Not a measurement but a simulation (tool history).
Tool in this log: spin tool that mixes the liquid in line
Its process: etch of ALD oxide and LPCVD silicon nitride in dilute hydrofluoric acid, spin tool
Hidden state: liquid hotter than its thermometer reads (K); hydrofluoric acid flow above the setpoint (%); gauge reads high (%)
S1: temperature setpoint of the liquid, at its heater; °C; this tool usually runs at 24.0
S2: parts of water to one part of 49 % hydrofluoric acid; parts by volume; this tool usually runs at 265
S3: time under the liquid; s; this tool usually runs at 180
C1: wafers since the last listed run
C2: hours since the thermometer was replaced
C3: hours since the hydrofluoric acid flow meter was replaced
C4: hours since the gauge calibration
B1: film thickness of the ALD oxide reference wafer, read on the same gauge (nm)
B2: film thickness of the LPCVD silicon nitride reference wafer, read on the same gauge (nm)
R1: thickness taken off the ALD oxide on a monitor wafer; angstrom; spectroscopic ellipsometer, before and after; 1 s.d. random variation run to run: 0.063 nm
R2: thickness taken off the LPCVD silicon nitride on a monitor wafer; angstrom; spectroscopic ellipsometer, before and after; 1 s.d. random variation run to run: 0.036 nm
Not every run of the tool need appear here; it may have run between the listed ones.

| run | hour | S1 | S2 | S3 | C1 | C2 | C3 | C4 | B1 | B2 | R1 | R2 |
|---|---|---|---|---|---|---|---|---|---|---|---|---|
| 1 | 0.0 | 24.0 | 365 | 250 | 0 | 393.1 | 265.2 | 777.3 | 149.99 | 29.998 | 61.6 | 3.65 |
| 2 | 55.9 | 24.0 | 365 | 250 | 245 | 449.0 | 321.1 | 833.2 | 150.01 | 30.046 | 62.2 | 3.71 |
| 3 | 82.8 | 24.0 | 365 | 250 | 117 | 475.9 | 348.0 | 860.1 | 149.98 | 29.978 | 62.8 | 3.12 |
| 4 | 130.4 | 24.0 | 265 | 125 | 208 | 523.5 | 395.6 | 907.7 | 150.01 | 29.959 | 47.6 | 2.26 |
| 5 | 166.2 | 24.0 | 265 | 125 | 156 | 559.3 | 431.4 | 943.5 | 149.98 | 29.977 | 47.8 | 2.11 |
| 6 | 211.6 | 24.0 | 265 | 125 | 199 | 604.7 | 476.8 | 988.9 | 149.98 | 29.980 | 47.2 | 2.55 |
|  | 215.3 | thermometer replaced |
| 7 | 268.6 | 24.0 | 265 | 180 | 245 | 53.3 | 533.8 | 1045.9 | 150.01 | 30.012 | 66.1 | 3.67 |
| 8 | 303.1 | 24.0 | 265 | 180 | 151 | 87.8 | 568.3 | 1080.4 | 150.01 | 29.996 | 65.7 | 2.84 |
| 9 | 356.5 | 24.0 | 265 | 180 | 234 | 141.2 | 621.7 | 1133.8 | 150.02 | 29.997 | 67.3 | 3.46 |
|  | 401.3 | gauge calibrated |
| 10 | 417.9 | 24.0 | 360 | 255 | 269 | 202.6 | 683.1 | 16.6 | 149.98 | 29.981 | 63.4 | 3.36 |
|  | 441.3 | hydrofluoric acid flow meter replaced |
| 11 | 478.4 | 24.0 | 360 | 255 | 260 | 263.1 | 37.1 | 77.1 | 149.99 | 30.021 | 64.0 | 3.18 |
| 12 | 512.0 | 24.0 | 310 | 180 | 147 | 296.7 | 70.7 | 110.7 | 149.99 | 29.949 | 54.9 | 2.45 |
| 13 | 546.7 | 24.0 | 310 | 180 | 152 | 331.4 | 105.4 | 145.4 | 150.01 | 29.999 | 55.0 | 3.18 |
| 14 | 607.0 | 24.0 | 265 | 180 | 264 | 391.7 | 165.7 | 205.7 | 149.99 | 29.984 | 66.9 | 3.23 |
| 15 | 654.5 | 24.0 | 365 | 250 | 208 | 439.2 | 213.2 | 253.2 | 149.98 | 30.033 | 60.9 | 4.06 |
| 16 | 690.6 | 21.0 | 265 | 210 | 158 | 475.3 | 249.3 | 289.3 | 150.00 | 29.992 | 71.4 | 2.65 |
| 17 | 728.3 | 24.0 | 160 | 180 | 165 | 513.0 | 287.0 | 327.0 | 150.01 | 30.006 | 125.5 | 6.36 |
| 18 | 799.7 | 24.0 | 265 | 280 | 313 | 584.4 | 358.4 | 398.4 | 150.01 | 29.998 | 106.6 | 5.19 |
| 19 | 837.6 | 27.5 | 365 | 80 | 166 | 622.3 | 396.3 | 436.3 | 149.96 | 29.985 | 22.7 | 1.62 |
|  | 870.6 | thermometer replaced |
| 20 | 885.2 | 24.0 | 265 | 180 | 204 | 14.6 | 443.9 | 483.9 | 149.99 | 29.989 | 65.1 | 3.26 |
| 21 | 949.3 | 24.0 | 265 | 75 | 281 | 78.7 | 508.0 | 548.0 | 150.01 | 29.974 | 27.6 | 1.21 |
| 22 | 984.7 | 28.0 | 265 | 180 | 155 | 114.1 | 543.4 | 583.4 | 150.01 | 30.010 | 76.9 | 4.20 |
| 23 | 1012.7 | 24.0 | 265 | 180 | 122 | 142.1 | 571.4 | 611.4 | 150.00 | 30.019 | 65.8 | 2.84 |
| 24 | 1037.9 | 28.5 | 145 | 180 | 110 | 167.3 | 596.6 | 636.6 | 150.02 | 29.994 | 161.1 | 8.66 |
| 25 | 1078.4 | 24.0 | 395 | 245 | 177 | 207.8 | 637.1 | 677.1 | 150.02 | 29.996 | 53.6 | 3.44 |
| 26 | 1143.0 | 26.0 | 145 | 180 | 283 | 272.4 | 701.7 | 741.7 | 150.03 | 30.008 | 151.1 | 5.89 |

What would each run have given without the hidden state, its run-to-run variation left as it was?
| run | R1 | R2 |
|---|---|---|
| 1 | 59.7 | 3.45 |
| 2 | 60.0 | 3.48 |
| 3 | 60.5 | 2.92 |
| 4 | 45.6 | 2.09 |
| 5 | 45.6 | 1.95 |
| 6 | 44.9 | 2.34 |
| 7 | 65.6 | 3.63 |
| 8 | 65.0 | 2.79 |
| 9 | 66.4 | 3.37 |
| 10 | 62.3 | 3.26 |
| 11 | 62.7 | 3.06 |
| 12 | 53.6 | 2.35 |
| 13 | 53.5 | 3.03 |
| 14 | 64.7 | 3.05 |
| 15 | 58.8 | 3.82 |
| 16 | 68.5 | 2.48 |
| 17 | 120.0 | 5.90 |
| 18 | 101.7 | 4.78 |
| 19 | 21.7 | 1.49 |
| 20 | 64.6 | 3.22 |
| 21 | 27.2 | 1.18 |
| 22 | 75.9 | 4.09 |
| 23 | 64.7 | 2.76 |
| 24 | 158.0 | 8.39 |
| 25 | 52.5 | 3.32 |
| 26 | 147.0 | 5.62 |

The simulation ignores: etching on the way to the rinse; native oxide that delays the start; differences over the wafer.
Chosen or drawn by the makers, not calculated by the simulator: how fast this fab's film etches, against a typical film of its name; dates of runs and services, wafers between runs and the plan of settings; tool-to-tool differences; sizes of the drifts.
